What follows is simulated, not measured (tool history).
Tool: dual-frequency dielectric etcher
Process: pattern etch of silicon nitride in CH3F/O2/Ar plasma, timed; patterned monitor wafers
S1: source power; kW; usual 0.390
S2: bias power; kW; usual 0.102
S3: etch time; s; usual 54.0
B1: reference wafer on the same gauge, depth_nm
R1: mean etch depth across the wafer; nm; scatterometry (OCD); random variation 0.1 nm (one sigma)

run    hour     S1     S2    S3     B1     R1
  1     0.0  0.390  0.102  66.5  38.42  50.27
  2    41.7  0.390  0.102  54.0  38.41  40.70
  3    75.9  0.390  0.102  54.0  38.38  40.73
      126.6  -- wet clean of the chamber
  4   127.1  0.390  0.102  54.0  38.42  41.58
  5   165.5  0.390  0.102  54.0  38.41  41.23
  6   225.7  0.390  0.102  54.0  38.42  41.40
  7   260.4  0.390  0.102  54.0  38.37  41.23
  8   313.5  0.390  0.102  54.0  38.46  41.26
  9   377.8  0.390  0.118  54.0  38.35  43.94
      384.0  -- source power generator calibrated
 10   431.9  0.390  0.095  54.0  38.39  40.15
      437.8  -- gauge calibrated
 11   471.4  0.330  0.092  67.0  38.41  46.65
 12   506.4  0.390  0.083  68.5  38.40  48.17
 13   559.3  0.390  0.078  65.0  38.40  44.44
      615.6  -- wet clean of the chamber
      641.0  -- upper electrode replaced
 14   641.5  0.390  0.102  54.0  38.39  41.72
 15   659.4  0.390  0.102  54.0  38.39  41.60
 16   726.1  0.390  0.102  54.0  38.42  41.59
 17   786.2  0.390  0.087  54.0  38.41  38.75
 18   832.3  0.440  0.102  54.0  38.45  42.83
 19   901.1  0.330  0.092  67.0  38.41  46.85
 20   944.1  0.390  0.102  54.0  38.37  41.32
 21   978.2  0.310  0.115  54.0  38.39  40.46
 22  1024.0  0.390  0.102  43.5  38.41  33.30
 23  1086.3  0.390  0.102  54.0  38.46  41.37
     1151.3  -- wet clean of the chamber
 24  1151.8  0.450  0.117  67.0  38.41  57.17
 25  1176.3  0.390  0.102  54.0  38.43  41.81
 26  1231.3  0.450  0.086  42.0  38.41  31.59
 27  1264.7  0.300  0.102  69.5  38.42  49.81
 28  1295.8  0.320  0.088  54.0  38.40  37.00
 29  1324.4  0.390  0.102  54.0  38.40  41.56
 30  1379.7  0.290  0.121  62.5  38.42  47.12

Forecast each of these 3 alternatives for the next run:
  A  1380.1  0.390  0.102  54.0   ?   ?
  B  1380.1  0.420  0.102  54.0   ?   ?
  C  1380.1  0.390  0.094  54.0   ?   ?

run     B1     R1
  A  38.43  41.36
  B  38.43  42.30
  C  38.43  40.07
Without the tool's hidden state the same runs would have given:
run     R1
  A  41.39
  B  42.32
  C  40.09

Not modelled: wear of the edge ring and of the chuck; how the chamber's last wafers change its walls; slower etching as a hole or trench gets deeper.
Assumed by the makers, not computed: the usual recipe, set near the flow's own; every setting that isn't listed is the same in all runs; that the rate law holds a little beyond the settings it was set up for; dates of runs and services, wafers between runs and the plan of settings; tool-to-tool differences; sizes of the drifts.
